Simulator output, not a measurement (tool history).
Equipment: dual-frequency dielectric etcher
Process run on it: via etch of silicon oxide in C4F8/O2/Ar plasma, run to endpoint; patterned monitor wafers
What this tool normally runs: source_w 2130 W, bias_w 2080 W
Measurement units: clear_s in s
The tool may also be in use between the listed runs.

run,day,source_w,bias_w,"incoming incoming film thickness, nm",clear_s
1,0,2130,2080,948,184.6
2,0.442,2130,2080,936,181.3
3,0.983,2130,2080,937.1,183.9
4,1.608,2130,2080,947.2,183.6
5,2.283,2130,1741,941.5,192.9
6,2.679,2130,1741,945,197.9
7,3.046,2130,1741,933.1,193
# day 4.583: upper electrode replaced
8,4.721,2130,2080,928.6,180.9
# day 6.183: wet clean of the chamber
9,6.204,2130,2080,947.4,186.4
10,6.221,2130,2080,932.4,181.2
11,6.562,2130,1959,944.3,185.5
12,7.192,1750,2080,943.5,194.6
13,7.696,1750,2080,932.7,189.6
14,7.988,2130,2080,939.8,182.7
15,8.546,2130,2080,937.4,182
16,8.825,1630,2357,938.1,185.7
17,10.133,2500,1917,938.2,180.3
# day 11.425: source power generator calibrated
18,11.446,2130,2080,935.4,181.3
19,12.042,2370,1852,928.9,182.6
20,12.712,2500,1917,938.6,182.1
21,13.067,1790,1574,934.8,207.9
22,13.733,2410,2446,940.3,169.5
23,14.229,2640,2080,931.4,173.1
24,14.825,2570,2080,931.1,172.3
25,15.083,2530,2080,942.6,177
# day 15.433: bias power generator calibrated
26,15.525,2360,1931,944.4,183
27,15.879,1710,1938,936.7,195.3
28,16.312,1890,1786,931.4,194.6

For run 29, what comes out?
29,16.933,2130,2080,937.7,?

Run 29 came out at clear_s 182.1 s.
If the tool had no hidden condition, the same run with the same run-to-run variation would have returned clear_s 182.1 s.
